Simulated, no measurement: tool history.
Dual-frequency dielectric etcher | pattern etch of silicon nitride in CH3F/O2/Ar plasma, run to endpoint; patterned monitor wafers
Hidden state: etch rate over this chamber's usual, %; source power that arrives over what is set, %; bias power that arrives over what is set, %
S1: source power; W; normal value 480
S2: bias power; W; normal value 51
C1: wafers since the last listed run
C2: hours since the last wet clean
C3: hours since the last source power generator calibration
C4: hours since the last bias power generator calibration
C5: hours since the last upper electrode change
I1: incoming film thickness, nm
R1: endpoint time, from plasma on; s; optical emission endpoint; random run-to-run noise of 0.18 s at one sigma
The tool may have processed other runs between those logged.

run	hour	S1	S2	C1	C2	C3	C4	C5	I1	R1
1	0.0	430	51	0	235.9	2892.8	2845.2	4591.6	40.47	66.2
2	35.6	430	51	287	271.5	2928.4	2880.8	4627.2	40.39	66.2
3	58.7	480	51	186	294.6	2951.5	2903.9	4650.3	40.31	63.8
4	93.2	480	51	278	329.1	2986.0	2938.4	4684.8	40.51	64.1
5	112.5	520	51	156	348.4	3005.3	2957.7	4704.1	40.50	62.4
6	131.1	520	51	150	367.0	3023.9	2976.3	4722.7	40.67	62.7
7	163.5	520	51	261	399.4	3056.3	3008.7	4755.1	40.73	63.0
8	187.9	480	42	197	423.8	3080.7	3033.1	4779.5	40.87	71.4
# hour 256.8: bias power generator calibrated
9	259.6	420	51	547	495.5	3152.4	2.8	4851.2	40.71	67.0
10	295.5	480	51	290	531.4	3188.3	38.7	4887.1	40.62	63.9
11	325.9	480	51	245	561.8	3218.7	69.1	4917.5	40.59	63.9
12	352.0	510	51	210	587.9	3244.8	95.2	4943.6	40.63	62.5
# hour 387.4: wet clean of the chamber
13	387.9	400	51	96	0.5	3280.7	131.1	4979.5	40.76	66.2
# hour 401.0: source power generator calibrated
14	407.9	560	38	129	20.5	6.9	151.1	4999.5	40.92	68.8
15	442.3	420	51	278	54.9	41.3	185.5	5033.9	40.11	64.3
16	468.2	570	45	209	80.8	67.2	211.4	5059.8	40.64	62.0
17	490.6	480	51	181	103.2	89.6	233.8	5082.2	40.53	61.8
18	516.9	480	62	212	129.5	115.9	260.1	5108.5	40.55	56.4
# hour 560.8: upper electrode replaced
19	561.3	560	51	164	173.9	160.3	304.5	0.5	40.56	58.9
20	569.6	480	51	67	182.2	168.6	312.8	8.8	40.77	62.6
21	597.0	480	38	221	209.6	196.0	340.2	36.2	40.52	71.9
22	623.3	480	43	212	235.9	222.3	366.5	62.5	40.41	68.0
23	647.9	590	51	198	260.5	246.9	391.1	87.1	40.38	57.9
24	668.9	480	44	169	281.5	267.9	412.1	108.1	40.66	67.7
25	693.3	480	45	197	305.9	292.3	436.5	132.5	40.76	67.0
26	752.5	480	40	478	365.1	351.5	495.7	191.7	40.58	71.2
27	788.1	570	44	287	400.7	387.1	531.3	227.3	40.77	64.1
28	812.4	530	51	196	425.0	411.4	555.6	251.6	40.84	61.1
29	846.5	580	58	275	459.1	445.5	589.7	285.7	40.32	55.3
30	869.2	480	51	183	481.8	468.2	612.4	308.4	40.71	63.4
31	887.5	480	51	147	500.1	486.5	630.7	326.7	40.85	63.9
32	921.4	560	47	274	534.0	520.4	664.6	360.6	40.56	62.8
33	978.4	440	62	460	591.0	577.4	721.6	417.6	40.64	59.9
# hour 1097.8: wet clean of the chamber
34	1098.3	540	62	775	0.5	697.3	841.5	537.5	40.64	53.9
35	1109.2	480	51	88	11.4	708.2	852.4	548.4	40.61	61.4
36	1122.6	480	51	108	24.8	721.6	865.8	561.8	40.44	61.5

Exercise: give the hidden state of the tool at every run:
source power that arrives over what is set, %: 0 at every run
H1: etch rate over this chamber's usual, %
H2: bias power that arrives over what is set, %
run	H1	H2
1	-1.75	-3.21
2	-1.93	-3.3
3	-2.05	-3.36
4	-2.23	-3.44
5	-2.33	-3.49
6	-2.43	-3.54
7	-2.6	-3.62
8	-2.73	-3.68
9	-3.1	0.0772
10	-3.29	0.0766
11	-3.45	0.0752
12	-3.58	0.0734
13	-0.294	0.07
14	-0.398	0.0676
15	-0.578	0.0627
16	-0.712	0.0584
17	-0.829	0.0542
18	-0.966	0.0487
19	-1.2	0.0382
20	-1.24	0.036
21	-1.38	0.0285
22	-1.52	0.0207
23	-1.65	0.0128
24	-1.76	0.00569
25	-1.88	-0.00303
26	-2.19	-0.0263
27	-2.38	-0.0417
28	-2.51	-0.0528
29	-2.68	-0.0693
30	-2.8	-0.0808
31	-2.9	-0.0904
32	-3.07	-0.109
33	-3.37	-0.142
34	0.138	-0.221
35	0.0816	-0.229
36	0.0118	-0.239
